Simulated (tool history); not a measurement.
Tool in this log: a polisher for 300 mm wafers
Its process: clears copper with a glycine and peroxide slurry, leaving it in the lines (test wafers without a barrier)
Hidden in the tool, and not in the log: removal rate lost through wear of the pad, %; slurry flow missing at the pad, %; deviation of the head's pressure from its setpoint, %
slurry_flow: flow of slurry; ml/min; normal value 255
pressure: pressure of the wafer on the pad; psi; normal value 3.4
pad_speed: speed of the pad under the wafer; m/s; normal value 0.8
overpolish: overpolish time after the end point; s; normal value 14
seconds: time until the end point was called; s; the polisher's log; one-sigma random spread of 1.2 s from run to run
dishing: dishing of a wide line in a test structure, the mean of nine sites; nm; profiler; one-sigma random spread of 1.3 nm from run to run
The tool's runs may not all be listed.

run,day,slurry_flow,pressure,pad_speed,overpolish,wafers since the last listed run,wafers polished on this pad,hours since the slurry nozzle was cleaned,hours since the head pressure was calibrated,"incoming thickness of the incoming film, nm",seconds,dishing
1,0,255,3.4,0.8,14,0,1016,192.5,641.2,549.6,97.1,54.7
2,2.417,255,3.4,0.8,14,378,1395,250.5,699.2,553.1,97.9,55.9
# day 3.625: worn pad replaced by a new one
3,4.117,255,3.4,0.8,14,240,77,291.3,740,553.8,92.4,57.1
# day 4.346: slurry nozzle cleaned
4,7.033,255,3.4,0.8,14,450,527,64.5,810,558.7,94.1,58.1
5,11.033,255,3.4,0.8,14,627,1155,160.5,906,547.9,95.6,56.3
# day 13.862: worn pad replaced by a new one
6,15.171,255,3.4,0.8,14,622,204,259.8,1005.3,548.4,91.1,56.5
# day 16.179: head pressure recalibrated
7,18.6,255,3.4,0.8,14,524,729,342.1,58.1,566,103.6,53.5
# day 19.725: slurry nozzle cleaned
# day 22.092: worn pad replaced by a new one
8,22.112,255,3.4,0.8,14,517,3,57.3,142.4,551.6,95.9,53.3
9,23.617,255,3.4,0.8,8,235,238,93.4,178.5,547.9,94.7,35.2
10,25.292,255,4.5,0.66,6,262,501,133.6,218.7,544.6,95.4,26.2
11,27.742,255,3.4,0.8,14,384,885,192.4,277.5,553.6,97.6,53.4
12,29.925,190,3.4,0.8,9,342,1227,244.8,329.9,546.7,100.9,36.5
# day 31.579: slurry nozzle cleaned
# day 31.604: worn pad replaced by a new one
13,34.067,255,3.4,0.7,14,638,386,59.7,429.3,549.3,105.4,48.7
14,37.175,255,4,0.8,10,487,873,134.3,503.9,556.9,88.1,45.1
15,39.854,220,4.4,0.8,20,419,1293,198.6,568.2,554,85.1,76.5
# day 42.025: worn pad replaced by a new one
16,43.404,170,3.4,0.8,14,530,216,283.8,653.4,556.3,101.2,56.2
# day 45.412: slurry nozzle cleaned
17,46.779,220,4.4,0.8,20,522,738,32.8,734.4,550.4,84.9,78.5

Alternative continuations, all from the tool just after run 17; predict every row:
A,46.8,255,3.4,0.8,14,3,741,33.3,734.9,552.9,?,?
B,46.8,225,3.8,1.06,18,3,741,33.3,734.9,552.9,?,?
C,46.8,295,3.4,0.8,14,3,741,33.3,734.9,552.9,?,?
D,46.8,255,3.4,0.98,14,3,741,33.3,734.9,552.9,?,?
E,46.8,165,3.4,0.62,14,3,741,33.3,734.9,552.9,?,?

run,seconds,dishing
A,95.4,54.1
B,71.3,79.8
C,94.2,54.7
D,80.4,61.4
E,123.1,44.3
Stripped of hidden state, with their random variation kept, the same runs would have yielded:
run,seconds,dishing
A,97.4,53.1
B,73,78.3
C,96.2,53.7
D,82.2,60.2
E,125.3,43.6

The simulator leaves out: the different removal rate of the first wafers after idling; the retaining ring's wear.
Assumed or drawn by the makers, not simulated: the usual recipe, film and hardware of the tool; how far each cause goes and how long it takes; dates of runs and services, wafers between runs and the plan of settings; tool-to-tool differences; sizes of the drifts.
